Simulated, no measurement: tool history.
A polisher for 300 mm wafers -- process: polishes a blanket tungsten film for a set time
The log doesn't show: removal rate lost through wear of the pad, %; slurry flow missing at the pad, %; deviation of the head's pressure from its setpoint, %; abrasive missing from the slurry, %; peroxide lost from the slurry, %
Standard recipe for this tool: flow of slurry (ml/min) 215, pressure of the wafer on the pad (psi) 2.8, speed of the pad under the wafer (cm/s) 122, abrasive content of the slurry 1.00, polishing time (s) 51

run   hour  flow of slurry (ml/min)  pressure of the wafer on the pad (psi)  speed of the pad under the wafer (cm/s)  abrasive content of the slurry  polishing time (s)  wafers since the last listed run  wafers polished on this pad  hours since the slurry nozzle was cleaned  hours since the head pressure was calibrated  hours since the slurry blender was calibrated  hours since the slurry got fresh peroxide  incoming thickness of the incoming film, nm  film removed (nm)
  1    0.0                      185                                     2.8                                      122                            1.00                  51                                 0                          232                                      480.2                                         480.6                                           95.0                                       78.5                                       1204.3              189.9
       3.1  -- slurry tank refilled with fresh slurry and peroxide
  2   12.5                      185                                     2.8                                      122                            1.00                  51                               124                          356                                      492.7                                         493.1                                          107.5                                        9.4                                       1212.3              187.2
  3   26.7                      215                                     2.8                                      122                            1.00                  51                               153                          509                                      506.9                                         507.3                                          121.7                                       23.6                                       1180.4              195.0
      65.7  -- worn pad replaced by a new one, of another model than before
  4   66.2                      215                                     2.8                                      122                            1.00                  51                               382                            5                                      546.4                                         546.8                                          161.2                                       63.1                                       1191.2              169.5
  5   69.0                      215                                     2.8                                      122                            1.00                  51                                30                           35                                      549.2                                         549.6                                          164.0                                       65.9                                       1209.3              169.4
      74.1  -- slurry tank refilled with fresh slurry and peroxide
      87.1  -- slurry nozzle cleaned
  6   87.6                      215                                     2.8                                      106                            1.00                  51                               179                          214                                        0.5                                         568.2                                          182.6                                       13.5                                       1206.8              193.8
  7  104.0                      215                                     2.8                                      106                            1.00                  51                               176                          391                                       16.9                                         584.6                                          199.0                                       29.9                                       1214.0              192.8
  8  117.4                      215                                     2.8                                      106                            1.00                  51                               144                          535                                       30.3                                         598.0                                          212.4                                       43.3                                       1191.6              194.0
  9  124.7                      215                                     3.5                                      122                            1.00                  51                                78                          614                                       37.6                                         605.3                                          219.7                                       50.6                                       1197.1              230.6
 10  130.8                      215                                     3.0                                      122                            1.00                  38                                65                          680                                       43.7                                         611.4                                          225.8                                       56.7                                       1199.7              159.8
     136.6  -- head pressure recalibrated
     147.2  -- worn pad replaced by a new one
 11  147.7                      215                                     3.0                                      122                            1.00                  38                               117                            5                                       60.6                                          11.1                                          242.7                                       73.6                                       1203.9              162.6
 12  155.8                      215                                     3.0                                      122                            1.00                  38                                87                           92                                       68.7                                          19.2                                          250.8                                       81.7                                       1218.2              159.0
     161.6  -- slurry tank refilled with fresh slurry and peroxide
 13  167.0                      215                                     2.8                                      122                            1.00                  51                               109                          202                                       79.9                                          30.4                                          262.0                                        5.4                                       1198.2              211.6
 14  177.5                      215                                     2.8                                      122                            1.00                  44                               113                          316                                       90.4                                          40.9                                          272.5                                       15.9                                       1215.0              181.0
 15  194.7                      215                                     3.0                                      122                            1.00                  38                               185                          501                                      107.6                                          58.1                                          289.7                                       33.1                                       1220.7              158.2
 16  200.8                      215                                     2.1                                      122                            0.80                  51                                65                          567                                      113.7                                          64.2                                          295.8                                       39.2                                       1194.1              178.7
 17  214.2                      215                                     2.8                                       94                            1.00                  56                               144                          711                                      127.1                                          77.6                                          309.2                                       52.6                                       1189.8              192.7
 18  224.6                      140                                     1.9                                      138                            1.00                  51                               112                          824                                      137.5                                          88.0                                          319.6                                       63.0                                       1191.3              167.6
     231.6  -- worn pad replaced by a new one
     232.5  -- slurry tank refilled with fresh slurry and peroxide
 19  233.0                      215                                     2.8                                      158                            0.85                  39                                38                            5                                      145.9                                          96.4                                          328.0                                        0.5                                       1226.7              178.7
 20  243.9                      215                                     2.8                                      122                            1.00                  51                               117                          123                                      156.8                                         107.3                                          338.9                                       11.4                                       1189.6              208.3
     250.2  -- slurry blender recalibrated
 21  251.5                      165                                     2.8                                      122                            1.10                  62                                60                          183                                      164.4                                         114.9                                            1.3                                       19.0                                       1210.7              233.6
 22  263.2                      190                                     2.0                                      122                            0.90                  34                               126                          309                                      176.1                                         126.6                                           13.0                                       30.7                                       1205.4              116.5
 23  276.9                      240                                     3.4                                      122                            1.00                  51                               147                          457                                      189.8                                         140.3                                           26.7                                       44.4                                       1215.6              225.1
     301.0  -- slurry tank refilled with fresh slurry and peroxide
     315.8  -- worn pad replaced by a new one
 24  318.1                      165                                     3.7                                      122                            1.25                  51                               390                           24                                      231.0                                         181.5                                           67.9                                       17.1                                       1205.2              215.4
 25  335.1                      215                                     2.8                                      122                            1.00                  51                               183                          207                                      248.0                                         198.5                                           84.9                                       34.1                                       1197.5              198.2
 26  350.2                      160                                     2.8                                       90                            1.25                  59                               162                          370                                      263.1                                         213.6                                          100.0                                       49.2                                       1193.9              179.7
 27  359.3                      215                                     3.1                                      122                            0.90                  51                                98                          468                                      272.2                                         222.7                                          109.1                                       58.3                                       1202.2              200.2

A few steps of film removed (nm) between consecutive runs. Split each: what settings, incoming material and random variation would produce without the hidden state, and what is left over for the hidden state, along with gauge scatter present in only one of the two compared results (measured, and without hidden state):
Run 3 -> 4: worn pad replaced by a new one, of another model than before. film removed (nm) -25.5: hidden state -22.0, all else -3.5.
Run 5 -> 6: speed of the pad under the wafer (cm/s) 122 -> 106, slurry tank refilled with fresh slurry and peroxide, slurry nozzle cleaned. film removed (nm) +24.4: hidden state +41.4, all else -17.0.
Run 21 -> 22: flow of slurry (ml/min) 165 -> 190, pressure of the wafer on the pad (psi) 2.8 -> 2.0, abrasive content of the slurry 1.10 -> 0.90, polishing time (s) 62 -> 34. film removed (nm) -117.1: hidden state +11.2, all else -128.3.
Run 22 -> 23: flow of slurry (ml/min) 190 -> 240, pressure of the wafer on the pad (psi) 2.0 -> 3.4, abrasive content of the slurry 0.90 -> 1.00, polishing time (s) 34 -> 51. film removed (nm) +108.6: hidden state -4.2, all else +112.8.
